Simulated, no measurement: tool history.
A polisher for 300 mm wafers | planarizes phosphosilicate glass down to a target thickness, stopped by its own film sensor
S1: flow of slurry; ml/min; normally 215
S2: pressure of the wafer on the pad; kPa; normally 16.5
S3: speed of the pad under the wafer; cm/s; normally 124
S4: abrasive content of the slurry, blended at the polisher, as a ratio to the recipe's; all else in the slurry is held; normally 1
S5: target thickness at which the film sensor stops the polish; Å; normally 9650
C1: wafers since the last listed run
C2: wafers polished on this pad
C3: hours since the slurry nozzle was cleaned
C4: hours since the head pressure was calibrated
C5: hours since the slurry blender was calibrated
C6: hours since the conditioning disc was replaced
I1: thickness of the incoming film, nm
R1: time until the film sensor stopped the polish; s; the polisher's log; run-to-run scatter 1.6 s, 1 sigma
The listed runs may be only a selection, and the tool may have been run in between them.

| run | day | S1 | S2 | S3 | S4 | S5 | C1 | C2 | C3 | C4 | C5 | C6 | I1 | R1 |
|---|---|---|---|---|---|---|---|---|---|---|---|---|---|---|
| 1 | 0 | 215 | 16.5 | 124 | 1 | 9650 | 0 | 305 | 391.7 | 391.4 | 15.7 | 105.2 | 1473 | 88.4 |
| 2 | 2.071 | 215 | 16.5 | 124 | 1 | 9650 | 352 | 658 | 441.4 | 441.1 | 65.4 | 154.9 | 1498.3 | 93.8 |
|  | 3.912 | head pressure recalibrated |
| 3 | 4.904 | 215 | 16.5 | 124 | 1 | 9220 | 468 | 1126 | 509.4 | 23.8 | 133.4 | 222.9 | 1501.5 | 102.9 |
|  | 5.258 | worn pad replaced by a new one |
|  | 7.004 | slurry blender recalibrated |
| 4 | 7.533 | 215 | 16.5 | 124 | 1 | 9220 | 405 | 372 | 572.5 | 86.9 | 12.7 | 286 | 1465.4 | 95.7 |
| 5 | 9.312 | 215 | 16.5 | 124 | 1 | 10660 | 302 | 675 | 615.2 | 129.6 | 55.4 | 328.7 | 1479.6 | 72.9 |
| 6 | 11.592 | 215 | 16.5 | 124 | 1 | 9650 | 388 | 1063 | 669.9 | 184.3 | 110.1 | 383.4 | 1506.1 | 96 |
|  | 12.529 | worn pad replaced by a new one |
| 7 | 13.821 | 215 | 16.5 | 124 | 1 | 9650 | 351 | 219 | 723.4 | 237.8 | 163.6 | 436.9 | 1469.7 | 89.7 |
|  | 15.029 | slurry blender recalibrated |
|  | 15.458 | slurry nozzle cleaned |
|  | 16.162 | conditioning disc replaced and pad reconditioned |
| 8 | 16.771 | 215 | 11.7 | 84 | 1 | 9650 | 466 | 686 | 31.5 | 308.6 | 41.8 | 14.6 | 1489.3 | 146.4 |
| 9 | 18.938 | 215 | 16.5 | 124 | 1.1 | 9650 | 368 | 1055 | 83.5 | 360.6 | 93.8 | 66.6 | 1512.5 | 81.7 |
|  | 20.45 | worn pad replaced by a new one, of another model than before |
| 10 | 21.554 | 215 | 16.5 | 124 | 1 | 9650 | 417 | 188 | 146.3 | 423.4 | 156.6 | 129.4 | 1478.7 | 85.2 |
|  | 22.542 | slurry blender recalibrated |
| 11 | 24.058 | 235 | 16.5 | 124 | 1.1 | 9650 | 412 | 600 | 206.4 | 483.5 | 36.4 | 189.5 | 1491.2 | 81.9 |
| 12 | 25.617 | 215 | 16.5 | 98 | 1 | 9650 | 265 | 865 | 243.8 | 520.9 | 73.8 | 226.9 | 1489.1 | 99.4 |
|  | 27.462 | head pressure recalibrated |
|  | 27.858 | worn pad replaced by a new one |
|  | 29.596 | slurry blender recalibrated |
| 13 | 30.954 | 215 | 19.3 | 100 | 1 | 10730 | 852 | 512 | 371.9 | 83.8 | 32.6 | 355 | 1512.3 | 76.2 |
|  | 35.658 | conditioning disc replaced and pad reconditioned |
|  | 36.171 | worn pad replaced by a new one |
|  | 36.325 | slurry blender recalibrated |
| 14 | 37.183 | 215 | 16.5 | 124 | 1 | 9650 | 1003 | 158 | 521.4 | 233.3 | 20.6 | 36.6 | 1490.6 | 93.3 |

Hidden condition of the tool, last listed run before each entry between runs versus first listed run after:
From run 2 to run 3: head pressure recalibrated (day 3.912)
  slurry flow missing at the pad, %: 41.5 -> 43
  what was measured, less what the result would be without the hidden state, R1: +9 -> +10.5 s
From run 3 to run 4: worn pad replaced by a new one (day 5.258); slurry blender recalibrated (day 7.004)
  slurry flow missing at the pad, %: 43 -> 44.1
  what was measured, less what the result would be without the hidden state, R1: +10.5 -> +10.2 s
From run 6 to run 7: worn pad replaced by a new one (day 12.529)
  slurry flow missing at the pad, %: 45.2 -> 45.6
  what was measured, less what the result would be without the hidden state, R1: +10.7 -> +10.2 s
From run 7 to run 8: slurry blender recalibrated (day 15.029); slurry nozzle cleaned (day 15.458); conditioning disc replaced and pad reconditioned (day 16.162)
  slurry flow missing at the pad, %: 45.6 -> 9.51
  what was measured, less what the result would be without the hidden state, R1: +10.2 -> +2.1 s
From run 9 to run 10: worn pad replaced by a new one, of another model than before (day 20.45)
  slurry flow missing at the pad, %: 17.1 -> 24.3
  what was measured, less what the result would be without the hidden state, R1: +2.3 -> +5.3 s
From run 10 to run 11: slurry blender recalibrated (day 22.542)
  slurry flow missing at the pad, %: 24.3 -> 29.4
  what was measured, less what the result would be without the hidden state, R1: +5.3 -> +6.1 s
From run 12 to run 13: head pressure recalibrated (day 27.462); worn pad replaced by a new one (day 27.858); slurry blender recalibrated (day 29.596)
  slurry flow missing at the pad, %: 32 -> 38.2
  what was measured, less what the result would be without the hidden state, R1: +9.4 -> +10.1 s
From run 13 to run 14: conditioning disc replaced and pad reconditioned (day 35.658); worn pad replaced by a new one (day 36.171); slurry blender recalibrated (day 36.325)
  slurry flow missing at the pad, %: 38.2 -> 42
  what was measured, less what the result would be without the hidden state, R1: +10.1 -> +15 s

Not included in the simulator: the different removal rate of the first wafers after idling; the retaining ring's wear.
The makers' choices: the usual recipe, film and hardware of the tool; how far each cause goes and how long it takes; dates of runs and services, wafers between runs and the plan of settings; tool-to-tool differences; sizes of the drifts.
